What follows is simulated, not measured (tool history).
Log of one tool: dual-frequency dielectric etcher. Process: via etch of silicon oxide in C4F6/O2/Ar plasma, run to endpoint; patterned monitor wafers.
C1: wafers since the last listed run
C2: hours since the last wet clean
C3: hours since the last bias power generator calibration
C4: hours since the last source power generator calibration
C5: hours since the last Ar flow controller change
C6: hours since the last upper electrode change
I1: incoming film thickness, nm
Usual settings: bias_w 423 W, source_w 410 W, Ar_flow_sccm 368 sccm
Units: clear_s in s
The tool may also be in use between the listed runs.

{"run": 1, "hour": 0.0, "bias_w": 423, "source_w": 410, "Ar_flow_sccm": 368, "C1": 0, "C2": 456.1, "C3": 1909.4, "C4": 3483.3, "C5": 2062.2, "C6": 1881.6, "I1": 126.3, "clear_s": 30}
{"hour": 8.9, "done": "bias power generator calibrated"}
{"run": 2, "hour": 17.8, "bias_w": 423, "source_w": 410, "Ar_flow_sccm": 368, "C1": 153, "C2": 473.9, "C3": 8.9, "C4": 3501.1, "C5": 2080, "C6": 1899.4, "I1": 125.6, "clear_s": 29.6}
{"run": 3, "hour": 32.6, "bias_w": 423, "source_w": 410, "Ar_flow_sccm": 368, "C1": 164, "C2": 488.7, "C3": 23.7, "C4": 3515.9, "C5": 2094.8, "C6": 1914.2, "I1": 124.8, "clear_s": 29.4}
{"run": 4, "hour": 40.9, "bias_w": 423, "source_w": 410, "Ar_flow_sccm": 368, "C1": 92, "C2": 497, "C3": 32, "C4": 3524.2, "C5": 2103.1, "C6": 1922.5, "I1": 125, "clear_s": 29.9}
{"run": 5, "hour": 51.8, "bias_w": 423, "source_w": 410, "Ar_flow_sccm": 368, "C1": 121, "C2": 507.9, "C3": 42.9, "C4": 3535.1, "C5": 2114, "C6": 1933.4, "I1": 125.4, "clear_s": 29.4}
{"run": 6, "hour": 68.1, "bias_w": 423, "source_w": 410, "Ar_flow_sccm": 368, "C1": 181, "C2": 524.2, "C3": 59.2, "C4": 3551.4, "C5": 2130.3, "C6": 1949.7, "I1": 126.2, "clear_s": 29.1}
{"run": 7, "hour": 82.0, "bias_w": 423, "source_w": 470, "Ar_flow_sccm": 368, "C1": 154, "C2": 538.1, "C3": 73.1, "C4": 3565.3, "C5": 2144.2, "C6": 1963.6, "I1": 125, "clear_s": 27.1}
{"run": 8, "hour": 97.9, "bias_w": 423, "source_w": 410, "Ar_flow_sccm": 368, "C1": 177, "C2": 554, "C3": 89, "C4": 3581.2, "C5": 2160.1, "C6": 1979.5, "I1": 127.5, "clear_s": 30}
{"run": 9, "hour": 111.8, "bias_w": 423, "source_w": 440, "Ar_flow_sccm": 368, "C1": 154, "C2": 567.9, "C3": 102.9, "C4": 3595.1, "C5": 2174, "C6": 1993.4, "I1": 123.9, "clear_s": 27.5}
{"run": 10, "hour": 117.9, "bias_w": 326, "source_w": 330, "Ar_flow_sccm": 329, "C1": 67, "C2": 574, "C3": 109, "C4": 3601.2, "C5": 2180.1, "C6": 1999.5, "I1": 125.6, "clear_s": 37.1}
{"hour": 142.8, "done": "wet clean of the chamber"}
{"run": 11, "hour": 143.3, "bias_w": 477, "source_w": 330, "Ar_flow_sccm": 416, "C1": 15, "C2": 0.5, "C3": 134.4, "C4": 3626.6, "C5": 2205.5, "C6": 2024.9, "I1": 126.2, "clear_s": 32.6}
{"run": 12, "hour": 143.7, "bias_w": 423, "source_w": 410, "Ar_flow_sccm": 289, "C1": 4, "C2": 0.9, "C3": 134.8, "C4": 3627, "C5": 2205.9, "C6": 2025.3, "I1": 124.4, "clear_s": 28.6}
{"run": 13, "hour": 182.5, "bias_w": 423, "source_w": 410, "Ar_flow_sccm": 368, "C1": 432, "C2": 39.7, "C3": 173.6, "C4": 3665.8, "C5": 2244.7, "C6": 2064.1, "I1": 125.7, "clear_s": 29.3}
{"run": 14, "hour": 190.2, "bias_w": 511, "source_w": 410, "Ar_flow_sccm": 428, "C1": 85, "C2": 47.4, "C3": 181.3, "C4": 3673.5, "C5": 2252.4, "C6": 2071.8, "I1": 125.4, "clear_s": 27.6}
{"run": 15, "hour": 204.3, "bias_w": 423, "source_w": 410, "Ar_flow_sccm": 315, "C1": 157, "C2": 61.5, "C3": 195.4, "C4": 3687.6, "C5": 2266.5, "C6": 2085.9, "I1": 124.9, "clear_s": 28.5}
{"run": 16, "hour": 211.3, "bias_w": 423, "source_w": 310, "Ar_flow_sccm": 368, "C1": 78, "C2": 68.5, "C3": 202.4, "C4": 3694.6, "C5": 2273.5, "C6": 2092.9, "I1": 125.8, "clear_s": 35.3}
{"run": 17, "hour": 221.7, "bias_w": 423, "source_w": 320, "Ar_flow_sccm": 285, "C1": 115, "C2": 78.9, "C3": 212.8, "C4": 3705, "C5": 2283.9, "C6": 2103.3, "I1": 125, "clear_s": 33.1}
{"hour": 231.6, "done": "source power generator calibrated"}
{"hour": 236.5, "done": "Ar flow controller replaced"}
{"hour": 250.3, "done": "upper electrode replaced"}
{"run": 18, "hour": 250.8, "bias_w": 423, "source_w": 410, "Ar_flow_sccm": 368, "C1": 71, "C2": 108, "C3": 241.9, "C4": 19.2, "C5": 14.3, "C6": 0.5, "I1": 125.6, "clear_s": 29.9}
{"run": 19, "hour": 251.1, "bias_w": 451, "source_w": 370, "Ar_flow_sccm": 281, "C1": 3, "C2": 108.3, "C3": 242.2, "C4": 19.5, "C5": 14.6, "C6": 0.8, "I1": 123.9, "clear_s": 29.6}
{"run": 20, "hour": 260.6, "bias_w": 423, "source_w": 480, "Ar_flow_sccm": 409, "C1": 105, "C2": 117.8, "C3": 251.7, "C4": 29, "C5": 24.1, "C6": 10.3, "I1": 124.6, "clear_s": 26.7}
{"run": 21, "hour": 302.0, "bias_w": 496, "source_w": 410, "Ar_flow_sccm": 335, "C1": 461, "C2": 159.2, "C3": 293.1, "C4": 70.4, "C5": 65.5, "C6": 51.7, "I1": 124.3, "clear_s": 27.3}
{"run": 22, "hour": 308.0, "bias_w": 359, "source_w": 460, "Ar_flow_sccm": 406, "C1": 66, "C2": 165.2, "C3": 299.1, "C4": 76.4, "C5": 71.5, "C6": 57.7, "I1": 125.4, "clear_s": 29.9}
{"run": 23, "hour": 317.8, "bias_w": 423, "source_w": 500, "Ar_flow_sccm": 368, "C1": 109, "C2": 175, "C3": 308.9, "C4": 86.2, "C5": 81.3, "C6": 67.5, "I1": 125, "clear_s": 26.4}
{"run": 24, "hour": 328.7, "bias_w": 363, "source_w": 330, "Ar_flow_sccm": 427, "C1": 121, "C2": 185.9, "C3": 319.8, "C4": 97.1, "C5": 92.2, "C6": 78.4, "I1": 125, "clear_s": 36.7}
{"run": 25, "hour": 338.1, "bias_w": 487, "source_w": 410, "Ar_flow_sccm": 368, "C1": 104, "C2": 195.3, "C3": 329.2, "C4": 106.5, "C5": 101.6, "C6": 87.8, "I1": 126.2, "clear_s": 27.9}
{"run": 26, "hour": 344.3, "bias_w": 327, "source_w": 470, "Ar_flow_sccm": 368, "C1": 69, "C2": 201.5, "C3": 335.4, "C4": 112.7, "C5": 107.8, "C6": 94, "I1": 125.2, "clear_s": 30}
{"run": 27, "hour": 358.8, "bias_w": 497, "source_w": 410, "Ar_flow_sccm": 368, "C1": 161, "C2": 216, "C3": 349.9, "C4": 127.2, "C5": 122.3, "C6": 108.5, "I1": 126.3, "clear_s": 27.5}
{"run": 28, "hour": 374.3, "bias_w": 450, "source_w": 340, "Ar_flow_sccm": 328, "C1": 172, "C2": 231.5, "C3": 365.4, "C4": 142.7, "C5": 137.8, "C6": 124, "I1": 123.6, "clear_s": 31.1}
{"run": 29, "hour": 381.6, "bias_w": 423, "source_w": 410, "Ar_flow_sccm": 368, "C1": 81, "C2": 238.8, "C3": 372.7, "C4": 150, "C5": 145.1, "C6": 131.3, "I1": 123.5, "clear_s": 29.1}

How the hidden state differs across the entries between the runs, from the last listed run before each to the first after it:
Between runs 1 and 2: bias power generator calibrated (hour 8.9)
  no hidden state differs between the two runs
Between runs 10 and 11: wet clean of the chamber (hour 142.8)
  no hidden state differs between the two runs
Between runs 17 and 18: source power generator calibrated (hour 231.6); Ar flow controller replaced (hour 236.5); upper electrode replaced (hour 250.3)
  no hidden state differs between the two runs
